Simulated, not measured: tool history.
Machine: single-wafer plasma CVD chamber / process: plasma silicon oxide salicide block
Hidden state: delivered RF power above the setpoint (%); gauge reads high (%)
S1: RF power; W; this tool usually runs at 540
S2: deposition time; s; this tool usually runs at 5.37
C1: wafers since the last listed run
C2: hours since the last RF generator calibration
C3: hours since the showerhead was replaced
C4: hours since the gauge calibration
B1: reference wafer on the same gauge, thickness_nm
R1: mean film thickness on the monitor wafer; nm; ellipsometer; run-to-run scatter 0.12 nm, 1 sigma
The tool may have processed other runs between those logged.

Run 1, hour 0: usual settings; C1 0; C2 141; C3 4832.7; C4 1216.5; B1 57.014. Result: R1 55.473 nm.
Run 2, hour 65.3: usual settings but S1 565 W, S2 5.86 s; C1 2280; C2 206.3; C3 4898; C4 1281.8; B1 57.005. Result: R1 61.455 nm.
Run 3, hour 132.1: usual settings; C1 2332; C2 273.1; C3 4964.8; C4 1348.6; B1 57.055. Result: R1 55.777 nm.
Run 4, hour 324.7: usual settings; C1 6726; C2 465.7; C3 5157.4; C4 1541.2; B1 56.994. Result: R1 55.488 nm.
Run 5, hour 375.7: usual settings; C1 1781; C2 516.7; C3 5208.4; C4 1592.2; B1 57.004. Result: R1 55.462 nm.
Run 6, hour 445.9: usual settings; C1 2451; C2 586.9; C3 5278.6; C4 1662.4; B1 56.98. Result: R1 55.645 nm.
Run 7, hour 483.3: usual settings but S2 6.04 s; C1 1306; C2 624.3; C3 5316; C4 1699.8; B1 56.994. Result: R1 62.139 nm.
At hour 483.4: gauge calibrated.
Run 8, hour 522.2: usual settings; C1 1358; C2 663.2; C3 5354.9; C4 38.8; B1 57.028. Result: R1 55.272 nm.
Run 9, hour 569.2: usual settings; C1 1641; C2 710.2; C3 5401.9; C4 85.8; B1 57.005. Result: R1 55.475 nm.
Run 10, hour 616.2: usual settings; C1 1641; C2 757.2; C3 5448.9; C4 132.8; B1 56.977. Result: R1 55.436 nm.
Run 11, hour 822.4: usual settings; C1 7201; C2 963.4; C3 5655.1; C4 339; B1 56.948. Result: R1 55.365 nm.
At hour 838.4: RF generator calibrated.
Run 12, hour 860.7: usual settings; C1 1058; C2 22.3; C3 5693.4; C4 377.3; B1 56.937. Result: R1 54.676 nm.
Run 13, hour 897.5: usual settings; C1 1285; C2 59.1; C3 5730.2; C4 414.1; B1 57.05. Result: R1 54.758 nm.
Run 14, hour 937.4: usual settings but S1 605 W; C1 1393; C2 99; C3 5770.1; C4 454; B1 56.995. Result: R1 56.352 nm.
At hour 1002.5: showerhead replaced.
Run 15, hour 1003: usual settings but S1 460 W; C1 2011; C2 164.6; C3 0.5; C4 519.6; B1 57.005. Result: R1 52.54 nm.
At hour 1050.4: RF generator calibrated, repeated, since the last time left the tool worse.
Run 16, hour 1066.8: usual settings but S1 565 W, S2 5.67 s; C1 1948; C2 16.4; C3 64.3; C4 583.4; B1 56.986. Result: R1 59.76 nm.
Run 17, hour 1107.4: usual settings but S2 4.56 s; C1 1417; C2 57; C3 104.9; C4 624; B1 56.993. Result: R1 47.568 nm.
Run 18, hour 1143.4: usual settings but S1 585 W, S2 5.86 s; C1 1257; C2 93; C3 140.9; C4 660; B1 56.979. Result: R1 62.153 nm.
Run 19, hour 1194.8: usual settings but S1 440 W, S2 6.19 s; C1 1795; C2 144.4; C3 192.3; C4 711.4; B1 57.004. Result: R1 60.965 nm.
Run 20, hour 1234.5: usual settings but S1 465 W, S2 4.94 s; C1 1386; C2 184.1; C3 232; C4 751.1; B1 56.986. Result: R1 49.284 nm.
Run 21, hour 1286.4: usual settings; C1 1812; C2 236; C3 283.9; C4 803; B1 56.996. Result: R1 55.524 nm.
Run 22, hour 1310.7: usual settings but S1 450 W, S2 4.33 s; C1 848; C2 260.3; C3 308.2; C4 827.3; B1 56.997. Result: R1 42.91 nm.
Run 23, hour 1490.2: usual settings; C1 6268; C2 439.8; C3 487.7; C4 1006.8; B1 56.983. Result: R1 55.487 nm.
Run 24, hour 1541.9: usual settings but S1 500 W, S2 6.08 s; C1 1805; C2 491.5; C3 539.4; C4 1058.5; B1 56.993. Result: R1 61.513 nm.
Run 25, hour 1599.2: usual settings; C1 2001; C2 548.8; C3 596.7; C4 1115.8; B1 56.976. Result: R1 55.424 nm.

Hidden condition of the tool, last listed run before each entry between runs versus first listed run after:
In the gap between runs 7 and 8: gauge calibrated (hour 483.4)
  delivered RF power above the setpoint (%): -4.34 -> -4.42
  measured result minus the result with no hidden state, R1: -0.684 -> -0.62 nm
In the gap between runs 11 and 12: RF generator calibrated (hour 838.4)
  delivered RF power above the setpoint (%): -4.8 -> -8.5
  measured result minus the result with no hidden state, R1: -0.677 -> -1.209 nm
In the gap between runs 14 and 15: showerhead replaced (hour 1002.5)
  delivered RF power above the setpoint (%): -9.43 -> -10.1
  measured result minus the result with no hidden state, R1: -1.389 -> -1.388 nm
In the gap between runs 15 and 16: RF generator calibrated, repeated, since the last time left the tool worse (hour 1050.4)
  delivered RF power above the setpoint (%): -10.1 -> -0.585
  measured result minus the result with no hidden state, R1: -1.388 -> -0.087 nm
